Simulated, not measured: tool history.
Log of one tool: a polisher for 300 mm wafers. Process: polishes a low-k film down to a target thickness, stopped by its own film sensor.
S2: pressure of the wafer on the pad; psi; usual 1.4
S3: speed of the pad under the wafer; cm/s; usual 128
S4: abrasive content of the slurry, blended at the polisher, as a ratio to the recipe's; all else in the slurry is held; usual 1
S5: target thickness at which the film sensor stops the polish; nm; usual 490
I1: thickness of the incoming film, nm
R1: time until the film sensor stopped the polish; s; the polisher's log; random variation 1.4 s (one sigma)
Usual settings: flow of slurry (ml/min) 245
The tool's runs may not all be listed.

run 1 hour=0 | flow_of_slurry_(ml/min)=245 S2=1.4 S3=112 S4=1 S5=490 | I1=530.3 | R1=134.8
-- hour=9.5 worn pad replaced by a new one
run 2 hour=27.5 | flow_of_slurry_(ml/min)=245 S2=1.4 S3=112 S4=1 S5=490 | I1=529.4 | R1=128.8
-- hour=41.5 conditioning disc replaced and pad reconditioned
run 3 hour=48.2 | flow_of_slurry_(ml/min)=245 S2=1.4 S3=128 S4=1 S5=490 | I1=532.7 | R1=126.3
-- hour=61.9 slurry blender recalibrated
run 4 hour=81.3 | flow_of_slurry_(ml/min)=245 S2=1.4 S3=128 S4=1 S5=490 | I1=530.5 | R1=122.7
-- hour=92.3 slurry nozzle cleaned
run 5 hour=104.8 | flow_of_slurry_(ml/min)=245 S2=1.4 S3=128 S4=1 S5=495 | I1=534.4 | R1=122.4
run 6 hour=125.1 | flow_of_slurry_(ml/min)=245 S2=1.4 S3=128 S4=1 S5=490 | I1=524.7 | R1=104.2
run 7 hour=147.9 | flow_of_slurry_(ml/min)=245 S2=1.8 S3=128 S4=1 S5=490 | I1=532.3 | R1=101.7
run 8 hour=173.7 | flow_of_slurry_(ml/min)=245 S2=1.8 S3=128 S4=1 S5=490 | I1=537.8 | R1=112.5
-- hour=193.1 worn pad replaced by a new one
run 9 hour=203.6 | flow_of_slurry_(ml/min)=245 S2=1.4 S3=128 S4=1 S5=490 | I1=539.1 | R1=148.8
-- hour=212.4 head pressure recalibrated
-- hour=258.7 conditioning disc replaced and pad reconditioned
-- hour=274.3 slurry blender recalibrated
run 10 hour=304.7 | flow_of_slurry_(ml/min)=265 S2=1.5 S3=128 S4=0.85 S5=479 | I1=529.9 | R1=152.7
run 11 hour=320.7 | flow_of_slurry_(ml/min)=245 S2=1.4 S3=128 S4=1 S5=490 | I1=527.4 | R1=104.7
run 12 hour=346.6 | flow_of_slurry_(ml/min)=245 S2=1.4 S3=128 S4=1 S5=490 | I1=533.7 | R1=122.5
run 13 hour=372.1 | flow_of_slurry_(ml/min)=245 S2=1.4 S3=128 S4=1 S5=490 | I1=525.5 | R1=102
-- hour=380.2 worn pad replaced by a new one
run 14 hour=393.5 | flow_of_slurry_(ml/min)=275 S2=1.4 S3=128 S4=0.9 S5=476 | I1=524.3 | R1=153.3
-- hour=485 slurry blender recalibrated
-- hour=486.6 conditioning disc replaced and pad reconditioned
run 15 hour=496.7 | flow_of_slurry_(ml/min)=245 S2=1 S3=154 S4=1 S5=490 | I1=539.8 | R1=184.1
run 16 hour=516.3 | flow_of_slurry_(ml/min)=245 S2=1.1 S3=128 S4=1.1 S5=490 | I1=533.6 | R1=153.5
run 17 hour=532.1 | flow_of_slurry_(ml/min)=245 S2=1.4 S3=128 S4=1.1 S5=483 | I1=536.1 | R1=148.7
-- hour=560.3 slurry nozzle cleaned
run 18 hour=563.8 | flow_of_slurry_(ml/min)=330 S2=1.4 S3=128 S4=1 S5=490 | I1=521.3 | R1=91.3
run 19 hour=586.7 | flow_of_slurry_(ml/min)=245 S2=1.4 S3=128 S4=1 S5=490 | I1=526.2 | R1=108.5
run 20 hour=599.3 | flow_of_slurry_(ml/min)=245 S2=1.1 S3=128 S4=1.25 S5=490 | I1=528 | R1=123.6
-- hour=605.7 worn pad replaced by a new one
run 21 hour=619.4 | flow_of_slurry_(ml/min)=270 S2=1.4 S3=128 S4=1.2 S5=477 | I1=536 | R1=159.6
run 22 hour=652.4 | flow_of_slurry_(ml/min)=285 S2=1.4 S3=128 S4=0.9 S5=490 | I1=529.3 | R1=128.8
run 23 hour=666.5 | flow_of_slurry_(ml/min)=245 S2=1.4 S3=128 S4=1 S5=490 | I1=536.6 | R1=140.9
-- hour=684.1 conditioning disc replaced and pad reconditioned
-- hour=689 slurry blender recalibrated
run 24 hour=699.9 | flow_of_slurry_(ml/min)=245 S2=1.4 S3=152 S4=1 S5=499 | I1=531.7 | R1=88.4
run 25 hour=712.5 | flow_of_slurry_(ml/min)=210 S2=1.1 S3=96 S4=1 S5=478 | I1=520 | R1=192.2

Forecast each of these 4 alternatives for the next run:
run A hour=712.9 | flow_of_slurry_(ml/min)=245 S2=1 S3=128 S4=1 S5=490 | I1=536 | R1=?
run B hour=712.9 | flow_of_slurry_(ml/min)=245 S2=1.4 S3=128 S4=0.75 S5=490 | I1=536 | R1=?
run C hour=712.9 | flow_of_slurry_(ml/min)=275 S2=1.4 S3=116 S4=1.2 S5=484 | I1=536 | R1=?
run D hour=712.9 | flow_of_slurry_(ml/min)=320 S2=1.4 S3=128 S4=1 S5=503 | I1=536 | R1=?

run=A R1=191.9
run=B R1=183.1
run=C R1=143.6
run=D R1=96.1
Without the tool's hidden state the same runs would have given:
run=A R1=168.2
run=B R1=160.5
run=C R1=125.9
run=D R1=84.3
